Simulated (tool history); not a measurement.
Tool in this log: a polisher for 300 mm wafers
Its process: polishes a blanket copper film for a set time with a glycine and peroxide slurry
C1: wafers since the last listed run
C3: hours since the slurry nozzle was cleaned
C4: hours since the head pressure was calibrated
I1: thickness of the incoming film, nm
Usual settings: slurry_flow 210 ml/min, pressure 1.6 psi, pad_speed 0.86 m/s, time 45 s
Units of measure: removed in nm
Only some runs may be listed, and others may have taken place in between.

Run 1, day 0: usual settings; C1 0; wafers polished on this pad 3090; C3 174.8; C4 39.3; I1 2285.8. Result: removed 121.4 nm.
Run 2, day 2.038: usual settings; C1 612; wafers polished on this pad 3703; C3 223.7; C4 88.2; I1 2237.8. Result: removed 121.6 nm.
Run 3, day 3.938: usual settings; C1 571; wafers polished on this pad 4275; C3 269.3; C4 133.8; I1 2230.2. Result: removed 121.8 nm.
Run 4, day 6.633: usual settings; C1 811; wafers polished on this pad 5086; C3 334; C4 198.5; I1 2236.3. Result: removed 122.6 nm.
Run 5, day 8.271: usual settings; C1 492; wafers polished on this pad 5578; C3 373.3; C4 237.8; I1 2276.4. Result: removed 123.3 nm.
At day 9.429: worn pad replaced by a new one.
Run 6, day 9.862: usual settings; C1 428; wafers polished on this pad 130; C3 411.5; C4 276; I1 2229.3. Result: removed 125.2 nm.
Run 7, day 11.371: usual settings; C1 453; wafers polished on this pad 584; C3 447.7; C4 312.2; I1 2205.9. Result: removed 125.2 nm.
Run 8, day 14.138: usual settings; C1 832; wafers polished on this pad 1417; C3 514.1; C4 378.6; I1 2242. Result: removed 125.4 nm.
At day 20.821: head pressure recalibrated.
Run 9, day 21.104: usual settings; C1 2070; wafers polished on this pad 3487; C3 681.3; C4 6.8; I1 2254.3. Result: removed 121.3 nm.
Run 10, day 22.517: usual settings; C1 424; wafers polished on this pad 3912; C3 715.2; C4 40.7; I1 2242.3. Result: removed 122.3 nm.
Run 11, day 23.825: usual settings; C1 393; wafers polished on this pad 4306; C3 746.6; C4 72.1; I1 2247.5. Result: removed 123.2 nm.
Run 12, day 25.288: usual settings; C1 439; wafers polished on this pad 4746; C3 781.7; C4 107.2; I1 2225.8. Result: removed 121.4 nm.
At day 25.346: slurry nozzle cleaned.
At day 26.458: worn pad replaced by a new one.
Run 13, day 27.917: usual settings; C1 728; wafers polished on this pad 438; C3 61.7; C4 170.3; I1 2235.9. Result: removed 122.4 nm.
Run 14, day 30.088: usual settings; C1 653; wafers polished on this pad 1091; C3 113.8; C4 222.4; I1 2238.1. Result: removed 123.8 nm.
Run 15, day 33.075: usual settings but slurry_flow 135 ml/min, pressure 2 psi, pad_speed 0.76 m/s, time 50 s; C1 898; wafers polished on this pad 1990; C3 185.5; C4 294.1; I1 2238.2. Result: removed 138.4 nm.
Run 16, day 34.588: usual settings but slurry_flow 235 ml/min; C1 455; wafers polished on this pad 2445; C3 221.8; C4 330.4; I1 2255.9. Result: removed 125.9 nm.
Run 17, day 35.804: usual settings; C1 366; wafers polished on this pad 2811; C3 251; C4 359.6; I1 2266.9. Result: removed 126.6 nm.
Run 18, day 36.983: usual settings but pressure 1.1 psi, pad_speed 1.02 m/s, time 35 s; C1 354; wafers polished on this pad 3166; C3 279.3; C4 387.9; I1 2236.8. Result: removed 91.4 nm.
Run 19, day 38.121: usual settings but pad_speed 0.66 m/s, time 33 s; C1 342; wafers polished on this pad 3508; C3 306.6; C4 415.2; I1 2232.3. Result: removed 78.9 nm.
Run 20, day 40.742: usual settings but pressure 2.1 psi, pad_speed 0.66 m/s; C1 788; wafers polished on this pad 4297; C3 369.5; C4 478.1; I1 2233.3. Result: removed 122.9 nm.
Run 21, day 42.279: usual settings but slurry_flow 230 ml/min, pressure 2.1 psi, pad_speed 0.64 m/s; C1 462; wafers polished on this pad 4759; C3 406.4; C4 515; I1 2236.4. Result: removed 124.1 nm.
Run 22, day 44.588: usual settings but slurry_flow 265 ml/min, pressure 1.8 psi; C1 694; wafers polished on this pad 5454; C3 461.8; C4 570.4; I1 2248.1. Result: removed 141 nm.
At day 45.262: head pressure recalibrated.
At day 45.762: worn pad replaced by a new one.
Run 23, day 47.462: usual settings but pad_speed 0.64 m/s, time 55 s; C1 789; wafers polished on this pad 511; C3 530.8; C4 52.8; I1 2231.6. Result: removed 125.7 nm.
Run 24, day 49.812: usual settings but pressure 2 psi, pad_speed 0.78 m/s; C1 706; wafers polished on this pad 1218; C3 587.2; C4 109.2; I1 2226.5. Result: removed 129.7 nm.
Run 25, day 52.571: usual settings but slurry_flow 175 ml/min, pressure 1.2 psi, pad_speed 0.96 m/s; C1 829; wafers polished on this pad 2048; C3 653.4; C4 175.4; I1 2239.2. Result: removed 114.5 nm.
Run 26, day 55.4: usual settings; C1 851; wafers polished on this pad 2899; C3 721.3; C4 243.3; I1 2269.5. Result: removed 124.5 nm.
Run 27, day 59.788: usual settings but slurry_flow 275 ml/min, time 30 s; C1 1319; wafers polished on this pad 4219; C3 826.6; C4 348.6; I1 2218.2. Result: removed 86.5 nm.
At day 61.612: slurry nozzle cleaned.
Run 28, day 62.033: usual settings; C1 663; wafers polished on this pad 4882; C3 10.1; C4 402.5; I1 2227.9. Result: removed 125.8 nm.
Run 29, day 64.117: usual settings but slurry_flow 160 ml/min, pad_speed 0.58 m/s, time 50 s; C1 626; wafers polished on this pad 5509; C3 60.1; C4 452.5; I1 2267.8. Result: removed 109.2 nm.
At day 65.929: head pressure recalibrated.
At day 66.358: worn pad replaced by a new one.
Run 30, day 66.379: usual settings but pressure 1.1 psi, time 38 s; C1 605; wafers polished on this pad 5; C3 114.4; C4 10.8; I1 2241.3. Result: removed 87.9 nm.
Run 31, day 67.7: usual settings but slurry_flow 275 ml/min; C1 397; wafers polished on this pad 403; C3 146.1; C4 42.5; I1 2203. Result: removed 126.5 nm.
Run 32, day 72.254: usual settings but pressure 2.1 psi, pad_speed 1.06 m/s; C1 1370; wafers polished on this pad 1773; C3 255.4; C4 151.8; I1 2213.4. Result: removed 168 nm.
Run 33, day 74.958: usual settings; C1 813; wafers polished on this pad 2586; C3 320.3; C4 216.7; I1 2220.1. Result: removed 126 nm.
Run 34, day 77.662: usual settings but pad_speed 1.08 m/s, time 53 s; C1 813; wafers polished on this pad 3400; C3 385.2; C4 281.6; I1 2281.3. Result: removed 172.2 nm.
Run 35, day 79.512: usual settings; C1 556; wafers polished on this pad 3956; C3 429.6; C4 326; I1 2212. Result: removed 124.6 nm.
Run 36, day 80.871: usual settings; C1 408; wafers polished on this pad 4365; C3 462.2; C4 358.6; I1 2238. Result: removed 123.3 nm.

Measured minus without-hidden-state, run by run (identical run-to-run variation in each term; gauge scatter may differ):
Hidden state at play: removal rate lost through wear of the pad, %; slurry flow missing at the pad, %; deviation of the head's pressure from its setpoint, %.
run  removed
  1     -0.6
  2     -0.5
  3     -0.2
  4     +0.2
  5     +0.6
  6     +1.1
  7     +1.6
  8     +2.7
  9     +0.2
 10     +0.2
 11     +0.2
 12     +0.4
 13     +0.8
 14     +1.2
 15     +2.4
 16     +2.6
 17     +3.1
 18     +2.5
 19     +2.3
 20       +5
 21     +5.9
 22     +8.4
 23       +1
 24     +1.3
 25     +1.5
 26     +2.4
 27     +2.6
 28     +4.6
 29     +4.3
 30     +0.1
 31     +0.2
 32     +1.1
 33     +1.3
 34     +2.9
 35     +2.6
 36     +3.1
